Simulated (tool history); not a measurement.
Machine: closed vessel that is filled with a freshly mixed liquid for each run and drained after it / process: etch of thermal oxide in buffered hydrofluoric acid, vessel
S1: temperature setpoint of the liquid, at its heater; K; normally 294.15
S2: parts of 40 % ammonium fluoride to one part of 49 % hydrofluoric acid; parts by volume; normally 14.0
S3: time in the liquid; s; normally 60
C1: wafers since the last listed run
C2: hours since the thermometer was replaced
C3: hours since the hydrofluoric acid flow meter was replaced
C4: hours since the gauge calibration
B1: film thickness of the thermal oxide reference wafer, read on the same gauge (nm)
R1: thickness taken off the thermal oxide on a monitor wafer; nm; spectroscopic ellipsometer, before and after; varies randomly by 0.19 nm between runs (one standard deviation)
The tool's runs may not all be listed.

| run | hour | S1 | S2 | S3 | C1 | C2 | C3 | C4 | B1 | R1 |
|---|---|---|---|---|---|---|---|---|---|---|
| 1 | 0.0 | 294.15 | 14.0 | 60 | 0 | 2028.5 | 1534.6 | 583.6 | 60.01 | 37.53 |
| 2 | 26.0 | 296.15 | 14.0 | 60 | 2201 | 2054.5 | 1560.6 | 609.6 | 59.97 | 42.16 |
| 3 | 57.6 | 296.15 | 14.0 | 60 | 2675 | 2086.1 | 1592.2 | 641.2 | 59.99 | 42.72 |
| 4 | 77.0 | 296.15 | 14.0 | 60 | 1642 | 2105.5 | 1611.6 | 660.6 | 60.00 | 42.59 |
| 5 | 106.3 | 294.15 | 14.0 | 60 | 2480 | 2134.8 | 1640.9 | 689.9 | 60.00 | 37.84 |
| 6 | 121.9 | 290.15 | 11.5 | 60 | 1320 | 2150.4 | 1656.5 | 705.5 | 60.01 | 36.76 |
| 7 | 149.4 | 290.15 | 11.5 | 60 | 2328 | 2177.9 | 1684.0 | 733.0 | 59.99 | 37.10 |
| 8 | 177.2 | 291.15 | 14.0 | 35 | 2353 | 2205.7 | 1711.8 | 760.8 | 59.97 | 18.70 |
| 9 | 190.0 | 291.15 | 14.0 | 35 | 1083 | 2218.5 | 1724.6 | 773.6 | 60.01 | 18.58 |
| 10 | 222.2 | 291.15 | 14.0 | 35 | 2725 | 2250.7 | 1756.8 | 805.8 | 60.01 | 18.65 |
|  | 226.5 | gauge calibrated |
| 11 | 257.3 | 294.15 | 14.0 | 75 | 2971 | 2285.8 | 1791.9 | 30.8 | 60.01 | 47.04 |
| 12 | 275.8 | 294.15 | 14.0 | 75 | 1566 | 2304.3 | 1810.4 | 49.3 | 59.99 | 47.44 |
| 13 | 288.9 | 294.15 | 14.0 | 50 | 1109 | 2317.4 | 1823.5 | 62.4 | 60.01 | 31.68 |
|  | 292.8 | thermometer replaced |
| 14 | 309.8 | 294.15 | 14.0 | 50 | 1684 | 17.0 | 1844.4 | 83.3 | 60.00 | 31.62 |
| 15 | 325.5 | 294.15 | 14.0 | 50 | 1329 | 32.7 | 1860.1 | 99.0 | 60.01 | 31.43 |
| 16 | 357.9 | 294.15 | 14.0 | 60 | 2742 | 65.1 | 1892.5 | 131.4 | 60.01 | 37.79 |
| 17 | 383.0 | 296.15 | 17.0 | 40 | 2124 | 90.2 | 1917.6 | 156.5 | 59.99 | 23.29 |
| 18 | 404.7 | 298.15 | 11.0 | 60 | 1837 | 111.9 | 1939.3 | 178.2 | 60.02 | 59.89 |
| 19 | 438.6 | 294.15 | 14.0 | 60 | 2869 | 145.8 | 1973.2 | 212.1 | 59.98 | 37.75 |
| 20 | 474.0 | 294.15 | 14.0 | 60 | 2996 | 181.2 | 2008.6 | 247.5 | 59.99 | 37.69 |
|  | 479.4 | hydrofluoric acid flow meter replaced |
| 21 | 508.6 | 298.15 | 10.5 | 70 | 2844 | 215.8 | 29.2 | 282.1 | 60.00 | 73.28 |
| 22 | 521.6 | 298.65 | 14.0 | 30 | 1100 | 228.8 | 42.2 | 295.1 | 60.02 | 24.11 |
| 23 | 556.5 | 294.15 | 14.0 | 60 | 2954 | 263.7 | 77.1 | 330.0 | 59.98 | 38.02 |
| 24 | 586.8 | 292.15 | 9.0 | 40 | 2565 | 294.0 | 107.4 | 360.3 | 60.00 | 33.39 |
| 25 | 614.1 | 294.15 | 14.0 | 60 | 2311 | 321.3 | 134.7 | 387.6 | 59.99 | 37.76 |
| 26 | 630.3 | 294.15 | 15.5 | 45 | 1371 | 337.5 | 150.9 | 403.8 | 60.00 | 25.82 |
| 27 | 648.2 | 294.15 | 14.0 | 60 | 1515 | 355.4 | 168.8 | 421.7 | 60.00 | 37.74 |
| 28 | 673.1 | 290.15 | 12.0 | 45 | 2107 | 380.3 | 193.7 | 446.6 | 59.99 | 26.05 |
| 29 | 693.0 | 298.65 | 14.0 | 75 | 1684 | 400.2 | 213.6 | 466.5 | 59.98 | 60.42 |
| 30 | 715.1 | 292.15 | 16.0 | 85 | 1870 | 422.3 | 235.7 | 488.6 | 59.99 | 41.77 |
| 31 | 749.2 | 294.15 | 14.0 | 60 | 2886 | 456.4 | 269.8 | 522.7 | 60.01 | 37.95 |
| 32 | 778.6 | 294.15 | 14.0 | 60 | 2488 | 485.8 | 299.2 | 552.1 | 59.99 | 37.69 |
| 33 | 799.7 | 297.15 | 14.0 | 60 | 1786 | 506.9 | 320.3 | 573.2 | 60.02 | 44.70 |
| 34 | 822.7 | 294.15 | 14.0 | 90 | 1947 | 529.9 | 343.3 | 596.2 | 60.01 | 56.38 |

Give the tool's hidden conditions for every run:
liquid colder than its thermometer reads (K): 0 across all the runs
hydrofluoric acid flow below the setpoint (%): 0 across all the runs
gauge reads high (%): 0 across all the runs
